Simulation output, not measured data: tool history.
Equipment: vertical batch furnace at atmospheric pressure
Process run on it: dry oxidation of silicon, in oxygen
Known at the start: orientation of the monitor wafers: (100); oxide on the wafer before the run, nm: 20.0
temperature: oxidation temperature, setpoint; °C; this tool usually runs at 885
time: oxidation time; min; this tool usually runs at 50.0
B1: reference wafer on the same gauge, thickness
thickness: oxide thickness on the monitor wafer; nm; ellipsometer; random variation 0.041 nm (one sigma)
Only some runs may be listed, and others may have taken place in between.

Run 1, hour 0.0: usual settings but time 68.0 min; B1 30.70. Result: thickness 29.23 nm.
Run 2, hour 22.3: usual settings but time 68.0 min; B1 30.70. Result: thickness 29.24 nm.
Run 3, hour 48.5: usual settings; B1 30.70. Result: thickness 26.99 nm.
Run 4, hour 81.0: usual settings; B1 30.68. Result: thickness 26.98 nm.
Run 5, hour 96.6: usual settings; B1 30.70. Result: thickness 26.89 nm.
Run 6, hour 110.4: usual settings but temperature 896 °C, time 32.5 min; B1 30.70. Result: thickness 25.41 nm.
Run 7, hour 137.9: usual settings but temperature 874 °C, time 65.5 min; B1 30.70. Result: thickness 27.63 nm.
Run 8, hour 171.1: usual settings but temperature 874 °C, time 65.5 min; B1 30.71. Result: thickness 27.57 nm.
Run 9, hour 197.0: usual settings but temperature 874 °C, time 65.5 min; B1 30.70. Result: thickness 27.44 nm.
Run 10, hour 209.8: usual settings but time 63.0 min; B1 30.70. Result: thickness 28.61 nm.
Run 11, hour 242.3: usual settings but time 63.0 min; B1 30.71. Result: thickness 28.61 nm.
Run 12, hour 261.2: usual settings; B1 30.69. Result: thickness 26.95 nm.
Run 13, hour 291.9: usual settings; B1 30.69. Result: thickness 26.89 nm.
At hour 318.1: thermocouples replaced and temperature profile calibrated.
Run 14, hour 323.6: usual settings; B1 30.70. Result: thickness 26.99 nm.
Run 15, hour 356.8: usual settings; B1 30.70. Result: thickness 26.97 nm.
Run 16, hour 382.6: usual settings but temperature 890 °C; B1 30.72. Result: thickness 27.52 nm.
At hour 384.0: gauge calibrated.
Run 17, hour 411.4: usual settings but temperature 890 °C; B1 30.70. Result: thickness 27.39 nm.
At hour 445.8: boat lift adjusted.
Run 18, hour 446.3: usual settings but temperature 890 °C; B1 30.70. Result: thickness 27.17 nm.
Run 19, hour 449.9: usual settings; B1 30.71. Result: thickness 26.67 nm.
Run 20, hour 473.1: usual settings but temperature 862 °C; B1 30.70. Result: thickness 24.61 nm.
Run 21, hour 509.0: usual settings; B1 30.70. Result: thickness 26.64 nm.
Run 22, hour 544.9: usual settings; B1 30.70. Result: thickness 26.61 nm.
Run 23, hour 569.0: usual settings but temperature 876 °C, time 31.5 min; B1 30.71. Result: thickness 23.72 nm.
At hour 602.9: boat lift adjusted, repeated, since the last time left the tool worse.
Run 24, hour 603.4: usual settings but temperature 871 °C, time 40.0 min; B1 30.70. Result: thickness 24.62 nm.
Run 25, hour 622.2: usual settings; B1 30.70. Result: thickness 27.15 nm.
Run 26, hour 657.5: usual settings but temperature 867 °C, time 64.0 min; B1 30.69. Result: thickness 26.91 nm.
Run 27, hour 674.4: usual settings but temperature 910 °C, time 65.0 min; B1 30.71. Result: thickness 33.09 nm.
Run 28, hour 688.0: usual settings but temperature 863 °C, time 31.5 min; B1 30.71. Result: thickness 23.31 nm.
Run 29, hour 716.8: usual settings but temperature 909 °C, time 73.0 min; B1 30.70. Result: thickness 34.26 nm.

Expected results for the next run?
Run 30, hour 735.9: usual settings; B1 ?. Result: thickness ?.

Run 30 measured B1 30.69, thickness 27.08 nm.
If the tool had no hidden condition, the same run with the same run-to-run variation would have returned thickness 27.12 nm.
